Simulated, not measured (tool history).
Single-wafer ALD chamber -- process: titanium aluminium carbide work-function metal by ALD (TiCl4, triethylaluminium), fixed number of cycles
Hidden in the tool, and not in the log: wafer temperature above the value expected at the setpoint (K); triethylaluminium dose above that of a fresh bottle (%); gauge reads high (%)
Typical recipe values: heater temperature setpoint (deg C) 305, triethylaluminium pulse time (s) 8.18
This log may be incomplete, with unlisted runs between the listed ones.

run	day	heater temperature setpoint (deg C)	triethylaluminium pulse time (s)	wafers since the last listed run	hours since the last thermocouple change	hours since the last triethylaluminium bottle change	hours since the showerhead was replaced	hours since the gauge calibration	read-back reference wafer on the same gauge, thickness_nm	mean film thickness on the monitor wafer (Å)
1	0	305	10.69	0	2862	348.6	8255.9	167.2	2.079	19.24
2	1.333	305	8.18	374	2894	380.6	8287.9	199.2	2.077	18.42
3	2.104	305	8.18	216	2912.5	399.1	8306.4	217.7	2.078	18.36
4	3.588	305	8.18	416	2948.1	434.7	8342	253.3	2.081	18.33
5	4.792	305	8.18	337	2977	463.6	8370.9	282.2	2.079	18.47
# day 5.071: gauge calibrated
6	6.267	305	8.18	413	3012.4	499	8406.3	28.7	2.08	18.36
# day 6.904: showerhead replaced
# day 7.729: triethylaluminium bottle replaced
7	7.75	305	8.18	229	3048	0.5	20.3	64.3	2.081	19.5
8	8.554	305	8.18	225	3067.3	19.8	39.6	83.6	2.082	19.45
# day 9.075: thermocouple changed; heater temperature recalibrated
9	9.446	309	10.04	156	8.9	41.2	61	105	2.08	19.99
10	10.542	318	11.17	307	35.2	67.5	87.3	131.3	2.079	20.98
11	11.442	309	7.16	252	56.8	89.1	108.9	152.9	2.08	19.05
12	12.696	293	11.42	351	86.9	119.2	139	183	2.079	18.77
13	13.821	291	10.66	315	113.9	146.2	166	210	2.079	18.38
14	14.542	305	10.94	202	131.2	163.5	183.3	227.3	2.081	19.6
15	15.192	305	8.18	182	146.8	179.1	198.9	242.9	2.078	18.85
16	15.733	291	9.29	151	159.8	192.1	211.9	255.9	2.079	18.08

For each run, the measured value with the value that run would have given without the tool's hidden condition subtracted. The run-to-run variation is shared by both, the gauge scatter possibly not:
run	mean film thickness on the monitor wafer (Å)
1	-0.74
2	-1.02
3	-1.04
4	-1.06
5	-1.08
6	-1.09
7	-0.02
8	-0.1
9	-0.14
10	-0.19
11	-0.39
12	-0.26
13	-0.33
14	-0.37
15	-0.58
16	-0.49

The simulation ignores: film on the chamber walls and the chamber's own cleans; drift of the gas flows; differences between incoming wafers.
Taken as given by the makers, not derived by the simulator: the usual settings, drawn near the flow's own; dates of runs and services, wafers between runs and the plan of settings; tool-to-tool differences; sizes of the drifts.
